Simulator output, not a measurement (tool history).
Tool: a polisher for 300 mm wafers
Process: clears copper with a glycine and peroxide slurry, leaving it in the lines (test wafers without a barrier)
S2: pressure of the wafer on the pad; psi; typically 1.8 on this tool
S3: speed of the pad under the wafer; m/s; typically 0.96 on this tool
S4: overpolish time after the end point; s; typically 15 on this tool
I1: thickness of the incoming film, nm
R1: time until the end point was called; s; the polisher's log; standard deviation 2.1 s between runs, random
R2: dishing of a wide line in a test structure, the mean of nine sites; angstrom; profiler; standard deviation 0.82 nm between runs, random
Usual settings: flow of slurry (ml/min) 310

Run 1, hour 0: usual settings; I1 539.8. Result: R1 155 s, R2 349 angstrom.
Run 2, hour 23: usual settings but S3 0.88 m/s; I1 537.4. Result: R1 161.9 s, R2 327 angstrom.
Run 3, hour 58.5: usual settings but flow of slurry (ml/min) 375, S4 18 s; I1 536.6. Result: R1 155.3 s, R2 420 angstrom.
At hour 64.5: worn pad replaced by a new one.
Run 4, hour 93.3: usual settings but flow of slurry (ml/min) 375, S4 18 s; I1 541.5. Result: R1 146 s, R2 413 angstrom.
Run 5, hour 115.9: usual settings but flow of slurry (ml/min) 375, S4 18 s; I1 537.9. Result: R1 150 s, R2 423 angstrom.
Run 6, hour 145: usual settings but S2 1.7 psi; I1 539. Result: R1 164.7 s, R2 341 angstrom.
Run 7, hour 169.6: usual settings; I1 537. Result: R1 158.3 s, R2 356 angstrom.
Run 8, hour 198.3: usual settings; I1 535.6. Result: R1 154.7 s, R2 336 angstrom.
At hour 210.8: worn pad replaced by a new one.
Run 9, hour 227.5: usual settings but S2 2 psi; I1 539.8. Result: R1 138.2 s, R2 378 angstrom.
At hour 256.3: slurry nozzle cleaned.
Run 10, hour 256.8: usual settings but S2 1.5 psi, S4 8 s; I1 535.4. Result: R1 169.1 s, R2 184 angstrom.
Run 11, hour 275.7: usual settings; I1 540.5. Result: R1 149.9 s, R2 362 angstrom.
At hour 291.1: head pressure recalibrated.
Run 12, hour 299.5: usual settings but S2 2.1 psi; I1 533.9. Result: R1 135.6 s, R2 380 angstrom.
Run 13, hour 322: usual settings but flow of slurry (ml/min) 410, S3 0.74 m/s, S4 9 s; I1 548.2. Result: R1 179.9 s, R2 193 angstrom.
At hour 348: worn pad replaced by a new one.
Run 14, hour 356.3: usual settings but S3 0.68 m/s, S4 11 s; I1 541.7. Result: R1 183.5 s, R2 229 angstrom.
Run 15, hour 387.5: usual settings; I1 537.3. Result: R1 147.5 s, R2 371 angstrom.
Run 16, hour 415.3: usual settings but flow of slurry (ml/min) 410, S2 2.1 psi, S4 9 s; I1 534.5. Result: R1 134.1 s, R2 254 angstrom.

4 ways to go on from here, each from the tool as it stands after run 16. What would each give?
Run A, hour 415.8: usual settings; I1 544.2. Result: R1 ?, R2 ?.
Run B, hour 415.8: usual settings but flow of slurry (ml/min) 380, S4 8 s; I1 544.2. Result: R1 ?, R2 ?.
Run C, hour 415.8: usual settings but S2 2 psi, S3 0.84 m/s, S4 10 s; I1 544.2. Result: R1 ?, R2 ?.
Run D, hour 415.8: usual settings but flow of slurry (ml/min) 215, S2 1.4 psi, S3 1.22 m/s; I1 544.2. Result: R1 ?, R2 ?.

run     R1   R2
  A  153.2  338
  B  150.6  196
  C  156.1  233
  D  161.9  319
The same runs, with their run-to-run variation unchanged, on a tool lacking any hidden condition would have given:
run     R1   R2
  A  143.7  358
  B  141.2  208
  C  146.3  248
  D  151.8  336
